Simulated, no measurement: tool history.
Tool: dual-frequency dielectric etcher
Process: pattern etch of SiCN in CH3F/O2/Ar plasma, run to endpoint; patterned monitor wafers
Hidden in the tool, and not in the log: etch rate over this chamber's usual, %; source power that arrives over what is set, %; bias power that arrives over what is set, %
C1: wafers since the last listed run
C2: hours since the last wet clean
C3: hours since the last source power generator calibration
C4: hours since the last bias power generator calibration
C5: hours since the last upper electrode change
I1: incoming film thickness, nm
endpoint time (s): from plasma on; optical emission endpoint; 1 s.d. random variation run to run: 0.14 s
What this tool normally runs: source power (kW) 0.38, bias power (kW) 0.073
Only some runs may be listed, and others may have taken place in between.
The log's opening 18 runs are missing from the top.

run 19 hour=204.1 | source_power_(kW)=0.45 bias_power_(kW)=0.059 | C1=179 C2=68.7 C3=5433.4 C4=14.9 C5=9.9 | I1=8.31 | endpoint_time_(s)=22
run 20 hour=221.5 | source_power_(kW)=0.38 bias_power_(kW)=0.073 | C1=359 C2=86.1 C3=5450.8 C4=32.3 C5=27.3 | I1=8.31 | endpoint_time_(s)=20.9
run 21 hour=238.7 | source_power_(kW)=0.38 bias_power_(kW)=0.073 | C1=355 C2=103.3 C3=5468 C4=49.5 C5=44.5 | I1=8.31 | endpoint_time_(s)=21.2
run 22 hour=246.4 | source_power_(kW)=0.41 bias_power_(kW)=0.066 | C1=159 C2=111 C3=5475.7 C4=57.2 C5=52.2 | I1=8.25 | endpoint_time_(s)=21.3
run 23 hour=259.8 | source_power_(kW)=0.38 bias_power_(kW)=0.073 | C1=277 C2=124.4 C3=5489.1 C4=70.6 C5=65.6 | I1=8.29 | endpoint_time_(s)=21
run 24 hour=267.1 | source_power_(kW)=0.28 bias_power_(kW)=0.073 | C1=150 C2=131.7 C3=5496.4 C4=77.9 C5=72.9 | I1=8.27 | endpoint_time_(s)=25.9
run 25 hour=279.2 | source_power_(kW)=0.45 bias_power_(kW)=0.087 | C1=250 C2=143.8 C3=5508.5 C4=90 C5=85 | I1=8.35 | endpoint_time_(s)=17.4
run 26 hour=292.6 | source_power_(kW)=0.41 bias_power_(kW)=0.065 | C1=277 C2=157.2 C3=5521.9 C4=103.4 C5=98.4 | I1=8.23 | endpoint_time_(s)=21.2
-- hour=307 source power generator calibrated
run 27 hour=309.5 | source_power_(kW)=0.38 bias_power_(kW)=0.073 | C1=266 C2=174.1 C3=2.5 C4=120.3 C5=115.3 | I1=8.35 | endpoint_time_(s)=21.1
run 28 hour=323.7 | source_power_(kW)=0.38 bias_power_(kW)=0.073 | C1=293 C2=188.3 C3=16.7 C4=134.5 C5=129.5 | I1=8.27 | endpoint_time_(s)=20.9
run 29 hour=335.6 | source_power_(kW)=0.38 bias_power_(kW)=0.073 | C1=246 C2=200.2 C3=28.6 C4=146.4 C5=141.4 | I1=8.27 | endpoint_time_(s)=21.1
run 30 hour=352 | source_power_(kW)=0.41 bias_power_(kW)=0.058 | C1=339 C2=216.6 C3=45 C4=162.8 C5=157.8 | I1=8.28 | endpoint_time_(s)=22.8
run 31 hour=365 | source_power_(kW)=0.38 bias_power_(kW)=0.073 | C1=268 C2=229.6 C3=58 C4=175.8 C5=170.8 | I1=8.35 | endpoint_time_(s)=21
run 32 hour=380.5 | source_power_(kW)=0.44 bias_power_(kW)=0.062 | C1=320 C2=245.1 C3=73.5 C4=191.3 C5=186.3 | I1=8.37 | endpoint_time_(s)=21.2
run 33 hour=395.6 | source_power_(kW)=0.48 bias_power_(kW)=0.087 | C1=312 C2=260.2 C3=88.6 C4=206.4 C5=201.4 | I1=8.29 | endpoint_time_(s)=16.4
run 34 hour=403.1 | source_power_(kW)=0.48 bias_power_(kW)=0.068 | C1=155 C2=267.7 C3=96.1 C4=213.9 C5=208.9 | I1=8.26 | endpoint_time_(s)=18.8
run 35 hour=414.3 | source_power_(kW)=0.38 bias_power_(kW)=0.073 | C1=231 C2=278.9 C3=107.3 C4=225.1 C5=220.1 | I1=8.31 | endpoint_time_(s)=20.8
run 36 hour=431.1 | source_power_(kW)=0.41 bias_power_(kW)=0.061 | C1=347 C2=295.7 C3=124.1 C4=241.9 C5=236.9 | I1=8.3 | endpoint_time_(s)=22.3

Consider 3 possible next runs. They are alternatives, not a sequence: every one starts from the tool as it was left by run 36. What does each give?
run A hour=431.5 | source_power_(kW)=0.31 bias_power_(kW)=0.073 | C1=8 C2=296.1 C3=124.5 C4=242.3 C5=237.3 | I1=8.28 | endpoint_time_(s)=?
run B hour=431.5 | source_power_(kW)=0.3 bias_power_(kW)=0.073 | C1=8 C2=296.1 C3=124.5 C4=242.3 C5=237.3 | I1=8.28 | endpoint_time_(s)=?
run C hour=431.5 | source_power_(kW)=0.45 bias_power_(kW)=0.078 | C1=8 C2=296.1 C3=124.5 C4=242.3 C5=237.3 | I1=8.28 | endpoint_time_(s)=?

run=A endpoint_time_(s)=23.6
run=B endpoint_time_(s)=24.2
run=C endpoint_time_(s)=17.7
Take away the tool's hidden state, keep each run's random variation, and the runs would have read:
run=A endpoint_time_(s)=24.1
run=B endpoint_time_(s)=24.7
run=C endpoint_time_(s)=18.1
